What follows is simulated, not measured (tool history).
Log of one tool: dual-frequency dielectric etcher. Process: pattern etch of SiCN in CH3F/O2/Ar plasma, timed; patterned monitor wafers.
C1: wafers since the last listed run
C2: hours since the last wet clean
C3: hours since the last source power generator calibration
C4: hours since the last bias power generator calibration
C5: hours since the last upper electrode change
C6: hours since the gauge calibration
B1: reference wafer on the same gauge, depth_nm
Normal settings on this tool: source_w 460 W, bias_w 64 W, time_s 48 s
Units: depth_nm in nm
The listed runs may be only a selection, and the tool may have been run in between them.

{"run": 1, "hour": 0.0, "source_w": 460, "bias_w": 64, "time_s": 48, "C1": 0, "C2": 439.5, "C3": 3144.9, "C4": 2663.9, "C5": 4081.9, "C6": 1142.5, "B1": 19.84, "depth_nm": 17.96}
{"run": 2, "hour": 67.5, "source_w": 460, "bias_w": 64, "time_s": 48, "C1": 580, "C2": 507, "C3": 3212.4, "C4": 2731.4, "C5": 4149.4, "C6": 1210, "B1": 19.82, "depth_nm": 17.87}
{"run": 3, "hour": 119.9, "source_w": 460, "bias_w": 64, "time_s": 48, "C1": 450, "C2": 559.4, "C3": 3264.8, "C4": 2783.8, "C5": 4201.8, "C6": 1262.4, "B1": 19.78, "depth_nm": 17.8}
{"hour": 153.6, "done": "wet clean of the chamber"}
{"run": 4, "hour": 154.1, "source_w": 460, "bias_w": 68, "time_s": 48, "C1": 87, "C2": 0.5, "C3": 3299, "C4": 2818, "C5": 4236, "C6": 1296.6, "B1": 19.76, "depth_nm": 18.12}
{"run": 5, "hour": 210.8, "source_w": 460, "bias_w": 68, "time_s": 48, "C1": 487, "C2": 57.2, "C3": 3355.7, "C4": 2874.7, "C5": 4292.7, "C6": 1353.3, "B1": 19.76, "depth_nm": 18.13}
{"hour": 283.6, "done": "gauge calibrated"}
{"hour": 291.3, "done": "source power generator calibrated"}
{"run": 6, "hour": 341.0, "source_w": 460, "bias_w": 68, "time_s": 48, "C1": 1085, "C2": 187.4, "C3": 49.7, "C4": 3004.9, "C5": 4422.9, "C6": 57.4, "B1": 20.23, "depth_nm": 18.59}
{"run": 7, "hour": 387.4, "source_w": 460, "bias_w": 64, "time_s": 48, "C1": 398, "C2": 233.8, "C3": 96.1, "C4": 3051.3, "C5": 4469.3, "C6": 103.8, "B1": 20.23, "depth_nm": 18.2}
{"run": 8, "hour": 436.9, "source_w": 460, "bias_w": 64, "time_s": 48, "C1": 425, "C2": 283.3, "C3": 145.6, "C4": 3100.8, "C5": 4518.8, "C6": 153.3, "B1": 20.26, "depth_nm": 18.25}
{"hour": 461.2, "done": "upper electrode replaced"}
{"run": 9, "hour": 488.8, "source_w": 460, "bias_w": 64, "time_s": 48, "C1": 239, "C2": 335.2, "C3": 197.5, "C4": 3152.7, "C5": 27.6, "C6": 205.2, "B1": 20.22, "depth_nm": 18.31}
{"run": 10, "hour": 555.6, "source_w": 460, "bias_w": 64, "time_s": 48, "C1": 574, "C2": 402, "C3": 264.3, "C4": 3219.5, "C5": 94.4, "C6": 272, "B1": 20.22, "depth_nm": 18.13}
{"run": 11, "hour": 586.5, "source_w": 460, "bias_w": 64, "time_s": 48, "C1": 265, "C2": 432.9, "C3": 295.2, "C4": 3250.4, "C5": 125.3, "C6": 302.9, "B1": 20.24, "depth_nm": 18.25}
{"run": 12, "hour": 624.0, "source_w": 460, "bias_w": 64, "time_s": 48, "C1": 322, "C2": 470.4, "C3": 332.7, "C4": 3287.9, "C5": 162.8, "C6": 340.4, "B1": 20.19, "depth_nm": 18.24}
{"hour": 702.0, "done": "wet clean of the chamber"}
{"run": 13, "hour": 702.5, "source_w": 360, "bias_w": 72, "time_s": 41.5, "C1": 468, "C2": 0.5, "C3": 411.2, "C4": 3366.4, "C5": 241.3, "C6": 418.9, "B1": 20.2, "depth_nm": 15.06}
{"hour": 706.9, "done": "bias power generator calibrated"}
{"run": 14, "hour": 718.9, "source_w": 460, "bias_w": 74, "time_s": 48, "C1": 106, "C2": 16.9, "C3": 427.6, "C4": 12, "C5": 257.7, "C6": 435.3, "B1": 20.19, "depth_nm": 19.01}
{"run": 15, "hour": 763.7, "source_w": 570, "bias_w": 64, "time_s": 62, "C1": 385, "C2": 61.7, "C3": 472.4, "C4": 56.8, "C5": 302.5, "C6": 480.1, "B1": 20.18, "depth_nm": 25.25}
{"run": 16, "hour": 788.7, "source_w": 460, "bias_w": 52, "time_s": 39, "C1": 214, "C2": 86.7, "C3": 497.4, "C4": 81.8, "C5": 327.5, "C6": 505.1, "B1": 20.19, "depth_nm": 13.88}
{"run": 17, "hour": 841.0, "source_w": 460, "bias_w": 64, "time_s": 48, "C1": 449, "C2": 139, "C3": 549.7, "C4": 134.1, "C5": 379.8, "C6": 557.4, "B1": 20.17, "depth_nm": 18.16}
{"run": 18, "hour": 912.8, "source_w": 390, "bias_w": 69, "time_s": 48, "C1": 617, "C2": 210.8, "C3": 621.5, "C4": 205.9, "C5": 451.6, "C6": 629.2, "B1": 20.14, "depth_nm": 17.58}
{"run": 19, "hour": 970.1, "source_w": 460, "bias_w": 64, "time_s": 41, "C1": 492, "C2": 268.1, "C3": 678.8, "C4": 263.2, "C5": 508.9, "C6": 686.5, "B1": 20.11, "depth_nm": 15.54}
{"run": 20, "hour": 1012.9, "source_w": 400, "bias_w": 73, "time_s": 36.5, "C1": 367, "C2": 310.9, "C3": 721.6, "C4": 306, "C5": 551.7, "C6": 729.3, "B1": 20.11, "depth_nm": 13.7}
{"run": 21, "hour": 1071.7, "source_w": 520, "bias_w": 54, "time_s": 58, "C1": 505, "C2": 369.7, "C3": 780.4, "C4": 364.8, "C5": 610.5, "C6": 788.1, "B1": 20.08, "depth_nm": 21.65}
{"run": 22, "hour": 1138.4, "source_w": 410, "bias_w": 64, "time_s": 62, "C1": 573, "C2": 436.4, "C3": 847.1, "C4": 431.5, "C5": 677.2, "C6": 854.8, "B1": 20.06, "depth_nm": 22.4}
{"run": 23, "hour": 1178.7, "source_w": 340, "bias_w": 59, "time_s": 42, "C1": 346, "C2": 476.7, "C3": 887.4, "C4": 471.8, "C5": 717.5, "C6": 895.1, "B1": 20.02, "depth_nm": 13.87}
{"hour": 1251.5, "done": "wet clean of the chamber"}
{"run": 24, "hour": 1252.0, "source_w": 460, "bias_w": 64, "time_s": 48, "C1": 423, "C2": 0.5, "C3": 960.7, "C4": 545.1, "C5": 790.8, "C6": 968.4, "B1": 20, "depth_nm": 17.98}
{"run": 25, "hour": 1256.3, "source_w": 490, "bias_w": 64, "time_s": 48, "C1": 36, "C2": 4.8, "C3": 965, "C4": 549.4, "C5": 795.1, "C6": 972.7, "B1": 20.02, "depth_nm": 18.42}
{"run": 26, "hour": 1293.9, "source_w": 460, "bias_w": 64, "time_s": 48, "C1": 323, "C2": 42.4, "C3": 1002.6, "C4": 587, "C5": 832.7, "C6": 1010.3, "B1": 19.98, "depth_nm": 18}
{"run": 27, "hour": 1336.2, "source_w": 370, "bias_w": 60, "time_s": 52, "C1": 363, "C2": 84.7, "C3": 1044.9, "C4": 629.3, "C5": 875, "C6": 1052.6, "B1": 19.99, "depth_nm": 17.71}
{"run": 28, "hour": 1408.0, "source_w": 460, "bias_w": 64, "time_s": 48, "C1": 617, "C2": 156.5, "C3": 1116.7, "C4": 701.1, "C5": 946.8, "C6": 1124.4, "B1": 19.9, "depth_nm": 18}
{"run": 29, "hour": 1447.1, "source_w": 460, "bias_w": 55, "time_s": 61.5, "C1": 336, "C2": 195.6, "C3": 1155.8, "C4": 740.2, "C5": 985.9, "C6": 1163.5, "B1": 19.9, "depth_nm": 21.94}
{"run": 30, "hour": 1512.5, "source_w": 400, "bias_w": 58, "time_s": 39, "C1": 562, "C2": 261, "C3": 1221.2, "C4": 805.6, "C5": 1051.3, "C6": 1228.9, "B1": 19.86, "depth_nm": 13.47}

Consider 4 possible next runs. They are alternatives, not a sequence: every one starts from the tool as it was left by run 30. What does each give?
{"run": "A", "hour": 1512.9, "source_w": 460, "bias_w": 69, "time_s": 48, "C1": 3, "C2": 261.4, "C3": 1221.6, "C4": 806, "C5": 1051.7, "C6": 1229.3, "B1": "?", "depth_nm": "?"}
{"run": "B", "hour": 1512.9, "source_w": 460, "bias_w": 70, "time_s": 34, "C1": 3, "C2": 261.4, "C3": 1221.6, "C4": 806, "C5": 1051.7, "C6": 1229.3, "B1": "?", "depth_nm": "?"}
{"run": "C", "hour": 1512.9, "source_w": 350, "bias_w": 70, "time_s": 55.5, "C1": 3, "C2": 261.4, "C3": 1221.6, "C4": 806, "C5": 1051.7, "C6": 1229.3, "B1": "?", "depth_nm": "?"}
{"run": "D", "hour": 1512.9, "source_w": 460, "bias_w": 52, "time_s": 48, "C1": 3, "C2": 261.4, "C3": 1221.6, "C4": 806, "C5": 1051.7, "C6": 1229.3, "B1": "?", "depth_nm": "?"}

run=A B1=19.85 depth_nm=18.27
run=B B1=19.85 depth_nm=13
run=C B1=19.85 depth_nm=19.37
run=D B1=19.85 depth_nm=16.75
Without the tool's unlogged condition, the same runs would have read:
run=A depth_nm=18.59
run=B depth_nm=13.23
run=C depth_nm=19.7
run=D depth_nm=17.04
